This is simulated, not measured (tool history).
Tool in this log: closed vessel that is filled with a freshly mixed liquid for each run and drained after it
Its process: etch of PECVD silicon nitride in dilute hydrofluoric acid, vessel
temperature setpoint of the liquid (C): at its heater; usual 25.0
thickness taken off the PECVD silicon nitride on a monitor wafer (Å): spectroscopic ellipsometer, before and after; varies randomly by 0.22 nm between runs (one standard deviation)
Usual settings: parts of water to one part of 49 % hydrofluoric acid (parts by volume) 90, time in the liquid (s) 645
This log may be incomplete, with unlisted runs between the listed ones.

run,day,temperature setpoint of the liquid (C),parts of water to one part of 49 % hydrofluoric acid (parts by volume),time in the liquid (s),wafers since the last listed run,hours since the thermometer was replaced,hours since the hydrofluoric acid flow meter was replaced,hours since the gauge calibration,"read-back film thickness of the PECVD silicon nitride reference wafer, read on the same gauge (nm)",thickness taken off the PECVD silicon nitride on a monitor wafer (Å)
1,0.000,25.0,90,645,0,2135.7,1128.1,430.8,129.98,247.4
2,2.292,25.0,90,645,2898,2190.7,1183.1,485.8,129.98,252.2
3,5.375,25.0,60,645,3899,2264.7,1257.1,559.8,130.03,370.0
4,7.408,25.0,60,645,2571,2313.5,1305.9,608.6,130.00,369.2
5,10.304,25.0,60,645,3662,2383.0,1375.4,678.1,130.04,366.6
6,13.567,25.0,90,645,4126,2461.3,1453.7,756.4,130.00,249.0
7,16.833,25.0,90,645,4131,2539.7,1532.1,834.8,130.00,242.3
8,19.562,25.0,90,645,3451,2605.2,1597.6,900.3,129.99,246.4
9,22.471,25.0,90,645,3678,2675.0,1667.4,970.1,130.00,247.6
10,25.100,25.0,90,645,3325,2738.1,1730.5,1033.2,130.01,247.8
11,28.558,25.0,90,645,4373,2821.1,1813.5,1116.2,130.00,247.4
12,31.292,25.0,90,645,3456,2886.7,1879.1,1181.8,130.01,244.1
13,33.012,25.0,90,645,2176,2928.0,1920.4,1223.1,130.01,246.1
14,35.112,25.0,90,350,2655,2978.4,1970.8,1273.5,130.04,131.9
# day 39.512: thermometer replaced
15,39.533,25.0,90,645,5538,0.5,2076.9,1379.6,129.95,245.2
# day 40.296: gauge calibrated
# day 40.317: hydrofluoric acid flow meter replaced
16,41.796,25.0,90,530,2808,54.8,35.5,36.0,129.98,202.2
17,45.821,25.0,90,645,5090,151.4,132.1,132.6,130.01,246.3
18,49.979,25.0,90,805,5259,251.2,231.9,232.4,130.01,308.7
19,54.421,21.0,105,350,5617,357.8,338.5,339.0,130.05,88.3
20,56.938,25.0,90,495,3182,418.2,398.9,399.4,129.99,189.1
21,58.658,22.0,55,445,2176,459.5,440.2,440.7,129.98,223.4
22,61.471,27.0,135,345,3557,527.0,507.7,508.2,129.98,100.2
23,63.846,29.5,125,645,3003,584.0,564.7,565.2,130.02,237.3
24,65.608,29.5,125,645,2229,626.3,607.0,607.5,129.99,235.4
25,67.958,25.0,90,280,2972,682.7,663.4,663.9,130.01,107.2
26,70.579,22.5,90,645,3314,745.6,726.3,726.8,130.01,207.6

Here are 5 independent what-if runs from the current tool condition. What would each one return?
A,70.612,28.5,90,645,42,746.4,727.1,727.6,?,?
B,70.612,27.5,60,910,42,746.4,727.1,727.6,?,?
C,70.612,23.5,45,940,42,746.4,727.1,727.6,?,?
D,70.612,25.0,130,645,42,746.4,727.1,727.6,?,?
E,70.612,29.5,90,645,42,746.4,727.1,727.6,?,?

run,"read-back film thickness of the PECVD silicon nitride reference wafer, read on the same gauge (nm)",thickness taken off the PECVD silicon nitride on a monitor wafer (Å)
A,129.98,309.9
B,129.98,613.1
C,129.98,643.6
D,129.98,171.6
E,129.98,330.2
Without the tool's unlogged condition, the same runs would have read:
run,thickness taken off the PECVD silicon nitride on a monitor wafer (Å)
A,309.9
B,613.1
C,643.6
D,171.6
E,330.2
